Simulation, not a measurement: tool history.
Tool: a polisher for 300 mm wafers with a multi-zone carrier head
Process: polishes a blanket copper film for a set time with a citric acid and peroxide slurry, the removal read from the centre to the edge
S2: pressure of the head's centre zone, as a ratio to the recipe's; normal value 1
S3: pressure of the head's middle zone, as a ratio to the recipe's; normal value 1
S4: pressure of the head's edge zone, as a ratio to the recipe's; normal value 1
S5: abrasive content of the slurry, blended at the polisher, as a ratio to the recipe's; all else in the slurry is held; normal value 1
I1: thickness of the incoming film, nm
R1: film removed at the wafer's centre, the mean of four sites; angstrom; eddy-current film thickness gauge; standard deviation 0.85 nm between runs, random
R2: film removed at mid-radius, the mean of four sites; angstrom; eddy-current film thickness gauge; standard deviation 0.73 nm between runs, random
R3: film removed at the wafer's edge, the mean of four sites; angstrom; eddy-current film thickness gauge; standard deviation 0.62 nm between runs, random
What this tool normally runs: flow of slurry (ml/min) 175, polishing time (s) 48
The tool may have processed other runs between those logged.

{"run": 1, "day": 0.0, "flow of slurry (ml/min)": 210, "S2": 1, "S3": 1, "S4": 1, "S5": 1, "polishing time (s)": 48, "I1": 577.3, "R1": 948, "R2": 913, "R3": 961}
{"day": 0.717, "done": "worn pad replaced by a new one"}
{"run": 2, "day": 1.275, "flow of slurry (ml/min)": 210, "S2": 1, "S3": 1, "S4": 1, "S5": 1, "polishing time (s)": 48, "I1": 569.9, "R1": 941, "R2": 916, "R3": 948}
{"run": 3, "day": 1.929, "flow of slurry (ml/min)": 175, "S2": 1, "S3": 1, "S4": 1, "S5": 1, "polishing time (s)": 48, "I1": 570.7, "R1": 902, "R2": 898, "R3": 920}
{"day": 3.5, "done": "carrier head's membrane replaced by a new one"}
{"run": 4, "day": 3.521, "flow of slurry (ml/min)": 175, "S2": 1, "S3": 1, "S4": 1, "S5": 1, "polishing time (s)": 48, "I1": 573.3, "R1": 890, "R2": 884, "R3": 914}
{"day": 3.858, "done": "edge zone pressure recalibrated"}
{"day": 4.217, "done": "centre zone pressure recalibrated"}
{"day": 4.329, "done": "slurry nozzle cleaned"}
{"run": 5, "day": 4.467, "flow of slurry (ml/min)": 175, "S2": 1, "S3": 1.05, "S4": 1, "S5": 1, "polishing time (s)": 48, "I1": 560.8, "R1": 930, "R2": 948, "R3": 942}
{"run": 6, "day": 5.088, "flow of slurry (ml/min)": 175, "S2": 1, "S3": 1.05, "S4": 1, "S5": 1, "polishing time (s)": 48, "I1": 570, "R1": 923, "R2": 948, "R3": 934}
{"day": 6.0, "done": "worn pad replaced by a new one"}
{"run": 7, "day": 6.062, "flow of slurry (ml/min)": 175, "S2": 1, "S3": 1.05, "S4": 1, "S5": 1, "polishing time (s)": 48, "I1": 580.2, "R1": 913, "R2": 950, "R3": 934}
{"run": 8, "day": 6.925, "flow of slurry (ml/min)": 205, "S2": 1, "S3": 1, "S4": 0.91, "S5": 0.7, "polishing time (s)": 48, "I1": 570.4, "R1": 872, "R2": 881, "R3": 849}
{"run": 9, "day": 8.004, "flow of slurry (ml/min)": 200, "S2": 1, "S3": 1, "S4": 1, "S5": 1, "polishing time (s)": 48, "I1": 565, "R1": 932, "R2": 929, "R3": 945}
{"run": 10, "day": 9.179, "flow of slurry (ml/min)": 175, "S2": 1, "S3": 1, "S4": 1, "S5": 1, "polishing time (s)": 48, "I1": 575.1, "R1": 925, "R2": 914, "R3": 929}
{"day": 10.292, "done": "worn pad replaced by a new one, of another model than before"}
{"run": 11, "day": 10.312, "flow of slurry (ml/min)": 175, "S2": 1.04, "S3": 1, "S4": 1, "S5": 1, "polishing time (s)": 48, "I1": 575, "R1": 967, "R2": 912, "R3": 928}
{"run": 12, "day": 11.092, "flow of slurry (ml/min)": 210, "S2": 1, "S3": 0.92, "S4": 1, "S5": 1, "polishing time (s)": 48, "I1": 564.8, "R1": 929, "R2": 857, "R3": 947}
{"run": 13, "day": 12.258, "flow of slurry (ml/min)": 175, "S2": 1, "S3": 1.03, "S4": 1, "S5": 1, "polishing time (s)": 48, "I1": 574, "R1": 909, "R2": 933, "R3": 934}
{"day": 12.421, "done": "slurry nozzle cleaned"}
{"run": 14, "day": 12.838, "flow of slurry (ml/min)": 175, "S2": 1.06, "S3": 1, "S4": 1, "S5": 1, "polishing time (s)": 39, "I1": 576, "R1": 796, "R2": 751, "R3": 763}
{"run": 15, "day": 13.575, "flow of slurry (ml/min)": 175, "S2": 1, "S3": 1, "S4": 1.11, "S5": 1, "polishing time (s)": 48, "I1": 574.6, "R1": 926, "R2": 908, "R3": 986}
{"run": 16, "day": 14.529, "flow of slurry (ml/min)": 175, "S2": 1, "S3": 1, "S4": 1, "S5": 1.1, "polishing time (s)": 48, "I1": 573.2, "R1": 943, "R2": 924, "R3": 958}
{"run": 17, "day": 15.262, "flow of slurry (ml/min)": 175, "S2": 1.12, "S3": 1, "S4": 0.9, "S5": 0.75, "polishing time (s)": 48, "I1": 567.6, "R1": 1002, "R2": 863, "R3": 863}
{"day": 15.921, "done": "worn pad replaced by a new one"}
{"run": 18, "day": 18.583, "flow of slurry (ml/min)": 175, "S2": 1, "S3": 1, "S4": 1, "S5": 1, "polishing time (s)": 48, "I1": 573.6, "R1": 915, "R2": 905, "R3": 933}
{"run": 19, "day": 19.283, "flow of slurry (ml/min)": 160, "S2": 1.05, "S3": 1, "S4": 1.1, "S5": 1, "polishing time (s)": 54, "I1": 571.4, "R1": 1085, "R2": 1001, "R3": 1090}
{"run": 20, "day": 20.075, "flow of slurry (ml/min)": 175, "S2": 1, "S3": 1, "S4": 1, "S5": 1, "polishing time (s)": 48, "I1": 565.8, "R1": 892, "R2": 895, "R3": 916}

Consider 5 possible next runs. They are alternatives, not a sequence: every one starts from the tool as it was left by run 20. What does each give?
{"run": "A", "day": 20.092, "flow of slurry (ml/min)": 175, "S2": 1, "S3": 1, "S4": 1, "S5": 1, "polishing time (s)": 48, "I1": 579, "R1": "?", "R2": "?", "R3": "?"}
{"run": "B", "day": 20.092, "flow of slurry (ml/min)": 175, "S2": 1, "S3": 1.09, "S4": 1, "S5": 1.2, "polishing time (s)": 53, "I1": 579, "R1": "?", "R2": "?", "R3": "?"}
{"run": "C", "day": 20.092, "flow of slurry (ml/min)": 175, "S2": 1, "S3": 1, "S4": 1, "S5": 0.85, "polishing time (s)": 60, "I1": 579, "R1": "?", "R2": "?", "R3": "?"}
{"run": "D", "day": 20.092, "flow of slurry (ml/min)": 175, "S2": 1, "S3": 1.1, "S4": 0.88, "S5": 0.7, "polishing time (s)": 48, "I1": 579, "R1": "?", "R2": "?", "R3": "?"}
{"run": "E", "day": 20.092, "flow of slurry (ml/min)": 215, "S2": 0.97, "S3": 1.1, "S4": 1, "S5": 1, "polishing time (s)": 33, "I1": 579, "R1": "?", "R2": "?", "R3": "?"}

run=A R1=910 R2=901 R3=938
run=B R1=1040 R2=1107 R3=1069
run=C R1=1106 R2=1095 R3=1139
run=D R1=857 R2=920 R3=830
run=E R1=618 R2=683 R3=651
Without the tool's unlogged condition, the same runs would have read:
run=A R1=923 R2=912 R3=946
run=B R1=1054 R2=1121 R3=1079
run=C R1=1121 R2=1109 R3=1149
run=D R1=869 R2=931 R3=837
run=E R1=626 R2=691 R3=657
